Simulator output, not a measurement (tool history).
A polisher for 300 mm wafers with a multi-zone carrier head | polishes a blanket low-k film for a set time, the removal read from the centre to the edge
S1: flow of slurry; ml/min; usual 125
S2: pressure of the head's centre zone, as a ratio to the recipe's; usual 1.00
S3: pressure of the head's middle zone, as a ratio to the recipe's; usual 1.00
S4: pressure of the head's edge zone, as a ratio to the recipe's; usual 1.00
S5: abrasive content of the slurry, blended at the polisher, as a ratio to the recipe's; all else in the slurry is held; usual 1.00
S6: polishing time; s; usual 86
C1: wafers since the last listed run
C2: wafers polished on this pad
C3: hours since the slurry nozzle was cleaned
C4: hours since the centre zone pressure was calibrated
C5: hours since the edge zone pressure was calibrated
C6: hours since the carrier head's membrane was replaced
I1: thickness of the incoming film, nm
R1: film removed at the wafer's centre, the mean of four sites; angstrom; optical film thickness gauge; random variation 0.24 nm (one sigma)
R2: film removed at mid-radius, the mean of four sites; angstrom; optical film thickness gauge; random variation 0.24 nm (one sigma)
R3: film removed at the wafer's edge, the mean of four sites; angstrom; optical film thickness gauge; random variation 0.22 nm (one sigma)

run	hour	S1	S2	S3	S4	S5	S6	C1	C2	C3	C4	C5	C6	I1	R1	R2	R3
1	0.0	125	1.00	1.00	1.05	1.00	86	0	3995	136.3	446.2	375.7	492.3	307.2	206	210	220
2	56.6	125	0.97	1.06	1.08	1.00	102	596	4592	192.9	502.8	432.3	548.9	303.3	232	256	263
3	109.2	125	0.92	1.00	0.90	1.00	86	554	5146	245.5	555.4	484.9	601.5	314.5	186	208	201
# hour 113.6: edge zone pressure recalibrated
# hour 139.3: worn pad replaced by a new one
4	157.8	125	0.92	1.00	0.92	1.00	86	448	194	294.1	604.0	44.2	650.1	315.1	195	214	213
5	195.2	100	1.07	0.89	1.00	1.00	86	394	588	331.5	641.4	81.6	687.5	311.5	215	190	213
6	266.3	165	1.00	1.00	1.11	1.30	111	749	1337	402.6	712.5	152.7	758.6	312.2	310	315	341
7	324.7	125	1.00	1.00	1.00	1.00	86	615	1952	461.0	770.9	211.1	817.0	304.8	211	217	218
# hour 340.1: slurry nozzle cleaned
8	383.0	125	1.00	1.00	0.89	1.00	86	603	2556	42.9	829.2	269.4	875.3	313.5	202	218	205
9	417.0	125	1.00	1.00	1.00	1.00	86	358	2914	76.9	863.2	303.4	909.3	305.5	209	213	216
10	458.2	85	1.00	1.00	1.00	0.75	86	434	3349	118.1	904.4	344.6	950.5	315.1	173	183	186
11	525.6	125	0.89	1.00	0.91	1.00	86	710	4059	185.5	971.8	412.0	1017.9	307.1	180	209	207
# hour 553.6: centre zone pressure recalibrated
12	578.6	125	0.91	1.07	1.00	0.75	86	537	4596	238.5	25.0	465.0	1070.9	307.3	171	198	192
# hour 615.8: carrier head's membrane replaced by a new one
13	620.1	125	1.00	1.00	1.00	0.80	113	384	4981	280.0	66.5	506.5	4.3	304.6	248	249	265
14	666.5	125	1.00	0.93	0.94	1.00	72	488	5469	326.4	112.9	552.9	50.7	308.0	170	166	170
# hour 690.0: edge zone pressure recalibrated
# hour 722.2: worn pad replaced by a new one
15	730.0	125	1.00	1.00	1.00	1.00	86	605	81	389.9	176.4	40.0	114.2	314.3	215	218	226
16	800.2	125	1.00	1.00	1.00	1.00	86	739	821	460.1	246.6	110.2	184.4	312.5	213	216	224
17	847.8	100	0.94	0.90	1.00	1.00	86	501	1322	507.7	294.2	157.8	232.0	310.9	188	189	212
18	893.6	125	1.00	1.00	1.00	1.00	61	482	1805	553.5	340.0	203.6	277.8	310.2	151	155	154
# hour 902.5: slurry nozzle cleaned
19	959.9	125	1.00	1.00	0.88	1.10	86	687	2493	57.4	406.3	269.9	344.1	310.6	216	218	211
20	1007.6	160	1.00	0.94	1.00	1.00	86	502	2995	105.1	454.0	317.6	391.8	311.6	220	214	221
21	1059.3	125	0.96	1.12	1.00	1.00	86	544	3540	156.8	505.7	369.3	443.5	308.4	200	228	219
22	1130.6	115	1.11	1.00	1.10	1.20	86	751	4291	228.1	577.0	440.6	514.8	309.1	230	216	234

How the hidden state differs across the entries between the runs, from the last listed run before each to the first after it:
Between runs 3 and 4: edge zone pressure recalibrated (hour 113.6); worn pad replaced by a new one (hour 139.3)
  removal rate lost through wear of the pad, %: 4.99 -> 0.624
  measured less the result without the state, R1: -10 -> -2 angstrom; R2: -11 -> -1 angstrom; R3: -10 -> -1 angstrom
Between runs 7 and 8: slurry nozzle cleaned (hour 340.1)
  removal rate lost through wear of the pad, %: 2.16 -> 2.69
  measured less the result without the state, R1: -4 -> -6 angstrom; R2: -5 -> -6 angstrom; R3: -4 -> -6 angstrom
Between runs 11 and 12: centre zone pressure recalibrated (hour 553.6)
  removal rate lost through wear of the pad, %: 4 -> 4.49
  measured less the result without the state, R1: -7 -> -8 angstrom; R2: -8 -> -9 angstrom; R3: -9 -> -9 angstrom
Between runs 12 and 13: carrier head's membrane replaced by a new one (hour 615.8)
  removal rate lost through wear of the pad, %: 4.49 -> 4.87
  measured less the result without the state, R1: -8 -> -12 angstrom; R2: -9 -> -13 angstrom; R3: -9 -> -13 angstrom
Between runs 14 and 15: edge zone pressure recalibrated (hour 690.0); worn pad replaced by a new one (hour 722.2)
  removal rate lost through wear of the pad, %: 5.29 -> 0.4
  measured less the result without the state, R1: -10 -> +0 angstrom; R2: -9 -> -1 angstrom; R3: -9 -> -1 angstrom
Between runs 18 and 19: slurry nozzle cleaned (hour 902.5)
  removal rate lost through wear of the pad, %: 1.9 -> 2.51
  measured less the result without the state, R1: -3 -> -6 angstrom; R2: -3 -> -6 angstrom; R3: -2 -> -5 angstrom
